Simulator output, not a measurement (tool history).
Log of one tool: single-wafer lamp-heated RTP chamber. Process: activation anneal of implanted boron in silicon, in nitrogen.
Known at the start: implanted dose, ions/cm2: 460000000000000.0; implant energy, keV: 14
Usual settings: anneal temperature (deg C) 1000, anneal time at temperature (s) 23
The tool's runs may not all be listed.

run	hour	anneal temperature (deg C)	anneal time at temperature (s)	read-back reference wafer on the same gauge, sheet resistance	sheet resistance of the implanted and annealed layer (ohm/square)
1	0	1000	23	191.02	233.34
2	102.9	1000	23	190.98	233.15
3	160.9	993	29	190.97	233.5
4	201.7	993	29	191	235.07
# hour 251.1: reflector plate cleaned
# hour 252: pyrometer window cleaned and pyrometer calibrated
5	274.2	1000	23	190.99	234.39
6	337.9	1000	23	190.99	233.89
7	518.9	1000	23	190.95	234
8	599.7	1000	19	190.99	234.85
# hour 631.6: pyrometer window cleaned and pyrometer calibrated
9	662.7	1000	23	191.01	233.73
10	769.1	1000	23	190.93	233.32
11	813.8	1008	23	191.03	232.85
# hour 876.9: gauge calibrated
12	900.3	1008	23	191.04	231.11
13	954.4	1000	23	191.02	233.18
14	993.1	982	23	190.97	236.81
# hour 1073.6: pyrometer window cleaned and pyrometer calibrated
15	1098.3	1000	35	190.96	231.76
16	1169.6	1000	23	190.99	232.93
# hour 1192.6: reflector plate cleaned
17	1265.9	1000	23	191.01	234.64
18	1304.7	1000	31	191.01	233.2
19	1391.4	1000	23	190.93	235.19
20	1460.2	1008	18	190.99	233.36
# hour 1476.3: pyrometer window cleaned and pyrometer calibrated
21	1551.3	983	18	191.05	239.29
22	1624.1	985	10	190.99	241.73
23	1745.3	984	34	190.98	236.02
24	1794.3	1000	23	190.99	234
# hour 1878.3: pyrometer window cleaned and pyrometer calibrated
25	1886.3	1024	28	191.07	230.16
26	1955.3	1028	23	191.01	230.16
# hour 2008.5: reflector plate cleaned
27	2009.3	980	34	191.03	240.18

3 ways to go on from here, each from the tool as it stands after run 27. What would each give?
A	2009.7	1000	23	?	?
B	2009.7	1000	34	?	?
C	2009.7	990	32	?	?

run	read-back reference wafer on the same gauge, sheet resistance	sheet resistance of the implanted and annealed layer (ohm/square)
A	191.01	234.88
B	191.01	233.81
C	191.01	236.82
Without the tool's hidden state the same runs would have given:
run	sheet resistance of the implanted and annealed layer (ohm/square)
A	234.94
B	233.86
C	236.91
